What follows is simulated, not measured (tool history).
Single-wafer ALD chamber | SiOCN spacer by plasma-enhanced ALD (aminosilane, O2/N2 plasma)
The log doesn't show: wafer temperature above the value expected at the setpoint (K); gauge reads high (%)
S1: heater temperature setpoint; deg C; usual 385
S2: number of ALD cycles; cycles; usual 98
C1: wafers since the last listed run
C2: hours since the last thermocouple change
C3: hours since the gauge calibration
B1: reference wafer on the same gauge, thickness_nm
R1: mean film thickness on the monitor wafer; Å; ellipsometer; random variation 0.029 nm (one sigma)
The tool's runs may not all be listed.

run	hour	S1	S2	C1	C2	C3	B1	R1
1	0.0	376	89	0	204.7	645.6	4.927	53.84
2	64.4	376	89	130	269.1	710.0	4.917	53.78
3	102.1	376	89	76	306.8	747.7	4.914	53.55
4	188.2	385	98	174	392.9	833.8	4.902	58.93
5	236.1	385	98	96	440.8	881.7	4.904	58.71
6	324.0	391	98	177	528.7	969.6	4.895	58.89
7	399.6	391	98	153	604.3	1045.2	4.888	58.20
8	437.0	385	110	75	641.7	1082.6	4.884	65.74
9	484.5	385	98	96	689.2	1130.1	4.878	59.04
10	531.7	385	98	95	736.4	1177.3	4.873	59.01
11	573.4	385	98	84	778.1	1219.0	4.867	58.43
12	629.0	385	98	112	833.7	1274.6	4.863	58.18
13	679.0	385	98	101	883.7	1324.6	4.854	58.57
14	752.3	378	86	148	957.0	1397.9	4.853	51.02
15	841.5	385	98	180	1046.2	1487.1	4.841	58.30
16	919.7	385	98	158	1124.4	1565.3	4.835	58.01
17	1009.1	385	98	180	1213.8	1654.7	4.826	57.37
# hour 1048.1: thermocouple changed; heater temperature recalibrated
18	1101.6	389	98	171	53.5	1747.2	4.815	58.10
19	1190.0	385	111	178	141.9	1835.6	4.805	65.41
20	1288.5	395	115	199	240.4	1934.1	4.799	67.53
21	1381.8	370	98	188	333.7	2027.4	4.786	56.84
22	1471.7	396	90	181	423.6	2117.3	4.776	52.97
23	1508.2	385	98	73	460.1	2153.8	4.776	57.34
# hour 1564.5: gauge calibrated
24	1610.2	395	115	206	562.1	45.7	5.007	70.24
25	1652.8	393	98	86	604.7	88.3	5.000	59.62
26	1736.5	397	116	169	688.4	172.0	4.994	70.80
27	1775.0	378	98	77	726.9	210.5	4.993	59.79
28	1811.9	385	98	74	763.8	247.4	4.986	59.87
29	1850.1	395	88	77	802.0	285.6	4.982	53.45
30	1901.3	385	98	103	853.2	336.8	4.982	60.01
31	1975.8	395	90	150	927.7	411.3	4.968	54.63
32	2079.9	385	98	210	1031.8	515.4	4.960	59.80

The tool's hidden state at each run:
wafer temperature above the value expected at the setpoint (K): 0 in every run
H1: gauge reads high (%)
run	H1
1	-1.51
2	-1.64
3	-1.71
4	-1.88
5	-1.98
6	-2.15
7	-2.3
8	-2.37
9	-2.47
10	-2.56
11	-2.64
12	-2.75
13	-2.85
14	-3
15	-3.17
16	-3.33
17	-3.5
18	-3.69
19	-3.86
20	-4.06
21	-4.24
22	-4.42
23	-4.49
24	0.13
25	0.0457
26	-0.12
27	-0.196
28	-0.269
29	-0.344
30	-0.446
31	-0.593
32	-0.799

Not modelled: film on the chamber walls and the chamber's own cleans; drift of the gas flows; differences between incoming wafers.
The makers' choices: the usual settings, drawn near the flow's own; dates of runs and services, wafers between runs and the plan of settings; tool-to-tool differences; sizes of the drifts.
